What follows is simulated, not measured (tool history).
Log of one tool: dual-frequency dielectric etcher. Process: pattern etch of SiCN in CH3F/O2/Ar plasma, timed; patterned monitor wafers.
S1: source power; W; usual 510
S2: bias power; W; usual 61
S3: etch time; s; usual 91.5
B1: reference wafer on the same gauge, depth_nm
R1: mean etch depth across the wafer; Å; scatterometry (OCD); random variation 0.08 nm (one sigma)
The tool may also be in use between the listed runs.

{"run": 1, "hour": 0.0, "S1": 510, "S2": 61, "S3": 85.5, "B1": 35.15, "R1": 365.4}
{"run": 2, "hour": 94.7, "S1": 510, "S2": 61, "S3": 85.5, "B1": 35.16, "R1": 365.8}
{"run": 3, "hour": 136.1, "S1": 510, "S2": 61, "S3": 91.5, "B1": 35.13, "R1": 389.8}
{"run": 4, "hour": 208.6, "S1": 510, "S2": 61, "S3": 91.5, "B1": 35.12, "R1": 391.7}
{"run": 5, "hour": 281.8, "S1": 510, "S2": 61, "S3": 91.5, "B1": 35.16, "R1": 390.9}
{"run": 6, "hour": 333.4, "S1": 560, "S2": 61, "S3": 91.5, "B1": 35.11, "R1": 410.6}
{"run": 7, "hour": 376.2, "S1": 560, "S2": 61, "S3": 91.5, "B1": 35.15, "R1": 409.4}
{"hour": 424.6, "done": "wet clean of the chamber"}
{"run": 8, "hour": 483.9, "S1": 510, "S2": 61, "S3": 91.5, "B1": 35.08, "R1": 391.1}
{"run": 9, "hour": 537.0, "S1": 510, "S2": 61, "S3": 91.5, "B1": 35.09, "R1": 390.0}
{"run": 10, "hour": 638.1, "S1": 510, "S2": 61, "S3": 91.5, "B1": 35.04, "R1": 390.1}
{"run": 11, "hour": 738.7, "S1": 510, "S2": 61, "S3": 91.5, "B1": 35.01, "R1": 390.9}
{"hour": 743.2, "done": "bias power generator calibrated"}
{"run": 12, "hour": 780.8, "S1": 570, "S2": 61, "S3": 91.5, "B1": 35.03, "R1": 412.8}
{"hour": 847.5, "done": "source power generator calibrated"}
{"run": 13, "hour": 865.8, "S1": 510, "S2": 61, "S3": 102.5, "B1": 35.01, "R1": 437.0}
{"run": 14, "hour": 943.2, "S1": 510, "S2": 61, "S3": 91.5, "B1": 34.98, "R1": 389.3}
{"hour": 1050.8, "done": "wet clean of the chamber"}
{"run": 15, "hour": 1051.3, "S1": 510, "S2": 61, "S3": 91.5, "B1": 34.95, "R1": 389.4}
{"run": 16, "hour": 1079.2, "S1": 460, "S2": 54, "S3": 115.0, "B1": 34.94, "R1": 436.7}
{"run": 17, "hour": 1147.9, "S1": 410, "S2": 46, "S3": 75.5, "B1": 34.91, "R1": 245.1}
{"run": 18, "hour": 1184.7, "S1": 510, "S2": 61, "S3": 85.5, "B1": 34.91, "R1": 362.6}
{"hour": 1236.7, "done": "gauge calibrated"}
{"run": 19, "hour": 1241.4, "S1": 510, "S2": 61, "S3": 91.5, "B1": 35.36, "R1": 394.1}
{"run": 20, "hour": 1443.3, "S1": 510, "S2": 61, "S3": 91.5, "B1": 35.37, "R1": 393.9}
{"run": 21, "hour": 1529.1, "S1": 630, "S2": 68, "S3": 77.0, "B1": 35.4, "R1": 388.9}
{"hour": 1591.4, "done": "wet clean of the chamber"}
{"run": 22, "hour": 1604.3, "S1": 510, "S2": 56, "S3": 109.5, "B1": 35.35, "R1": 453.0}
{"run": 23, "hour": 1713.3, "S1": 510, "S2": 61, "S3": 91.5, "B1": 35.34, "R1": 392.9}
{"hour": 1767.2, "done": "upper electrode replaced"}
{"run": 24, "hour": 1767.7, "S1": 410, "S2": 68, "S3": 113.0, "B1": 35.33, "R1": 452.1}
{"run": 25, "hour": 1865.0, "S1": 510, "S2": 61, "S3": 91.5, "B1": 35.33, "R1": 394.0}
{"run": 26, "hour": 1963.7, "S1": 510, "S2": 53, "S3": 91.5, "B1": 35.33, "R1": 367.1}
{"run": 27, "hour": 2006.4, "S1": 510, "S2": 61, "S3": 72.5, "B1": 35.34, "R1": 312.7}
{"hour": 2154.8, "done": "wet clean of the chamber"}
{"run": 28, "hour": 2224.5, "S1": 480, "S2": 53, "S3": 116.5, "B1": 35.31, "R1": 450.0}
{"run": 29, "hour": 2292.7, "S1": 450, "S2": 61, "S3": 67.5, "B1": 35.3, "R1": 270.9}
{"run": 30, "hour": 2385.0, "S1": 510, "S2": 61, "S3": 91.5, "B1": 35.29, "R1": 392.4}

Forecast each of these 3 alternatives for the next run:
{"run": "A", "hour": 2385.4, "S1": 510, "S2": 75, "S3": 91.5, "B1": "?", "R1": "?"}
{"run": "B", "hour": 2385.4, "S1": 510, "S2": 61, "S3": 117.5, "B1": "?", "R1": "?"}
{"run": "C", "hour": 2385.4, "S1": 510, "S2": 57, "S3": 100.0, "B1": "?", "R1": "?"}

run=A B1=35.29 R1=433.2
run=B B1=35.29 R1=503.7
run=C B1=35.29 R1=414.7
Without the tool's hidden state the same runs would have given:
run=A R1=433.4
run=B R1=503.9
run=C R1=414.9

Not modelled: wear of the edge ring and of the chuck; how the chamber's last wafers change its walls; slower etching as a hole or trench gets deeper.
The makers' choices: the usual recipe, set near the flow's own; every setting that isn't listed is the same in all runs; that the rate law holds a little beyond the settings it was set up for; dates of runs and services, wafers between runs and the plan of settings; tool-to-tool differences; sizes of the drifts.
